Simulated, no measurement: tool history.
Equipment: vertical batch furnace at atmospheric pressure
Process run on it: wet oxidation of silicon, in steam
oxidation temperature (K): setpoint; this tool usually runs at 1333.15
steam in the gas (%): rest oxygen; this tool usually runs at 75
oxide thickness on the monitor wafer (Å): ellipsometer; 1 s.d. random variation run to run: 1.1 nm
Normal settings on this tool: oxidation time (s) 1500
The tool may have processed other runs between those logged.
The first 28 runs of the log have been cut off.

run    hour  oxidation temperature (K)  oxidation time (s)  steam in the gas (%)  wafers since the last listed run  hours since the last temperature calibration  hours since the steam generator was serviced  hours since the gauge calibration  read-back reference wafer on the same gauge, thickness  oxide thickness on the monitor wafer (Å)
 29  2074.5                    1333.15                1500                    75                               550                                         191.3                                         972.9                                 91                                                   275.9                                    3001.9
 30  2161.9                    1333.15                1500                    75                              1240                                         278.7                                        1060.3                              178.4                                                  276.02                                    3021.9
 31    2259                    1309.15                 960                    78                              1378                                         375.8                                        1157.4                              275.5                                                  276.13                                    1894.8
 32  2329.1                    1333.15                1500                    75                               995                                         445.9                                        1227.5                              345.6                                                  275.97                                    3008.2
 33  2388.5                    1323.15                 990                    68                               843                                         505.3                                        1286.9                                405                                                  276.19                                    1973.3
 34    2449                    1333.15                 810                    80                               858                                         565.8                                        1347.4                              465.5                                                  276.21                                    2076.7
 35  2522.8                    1333.15                2160                    75                              1047                                         639.6                                        1421.2                              539.3                                                  276.16                                    3821.6
 36    2620                    1309.15                1500                    75                              1380                                         736.8                                        1518.4                              636.5                                                  276.13                                    2546.5
 37    2695                    1333.15                1500                    75                              1064                                         811.8                                        1593.4                              711.5                                                  276.15                                    3036.9
 38  2792.1                    1353.15                1800                    63                              1378                                         908.9                                        1690.5                              808.6                                                  275.98                                    3422.4

Forecast each of these 3 alternatives for the next run:
  A  2796.8                    1333.15                1500                    85                                66                                         913.6                                        1695.2                              813.3                                                       ?                                         ?
  B  2796.8                    1351.15                2130                    85                                66                                         913.6                                        1695.2                              813.3                                                       ?                                         ?
  C  2796.8                    1333.15                 930                    75                                66                                         913.6                                        1695.2                              813.3                                                       ?                                         ?

run  read-back reference wafer on the same gauge, thickness  oxide thickness on the monitor wafer (Å)
  A                                                  275.76                                    3283.4
  B                                                  275.76                                    4514.5
  C                                                  275.76                                    2195.6
Take away the tool's hidden state, keep each run's random variation, and the runs would have read:
run  oxide thickness on the monitor wafer (Å)
  A                                    3237.1
  B                                    4464.1
  C                                      2159
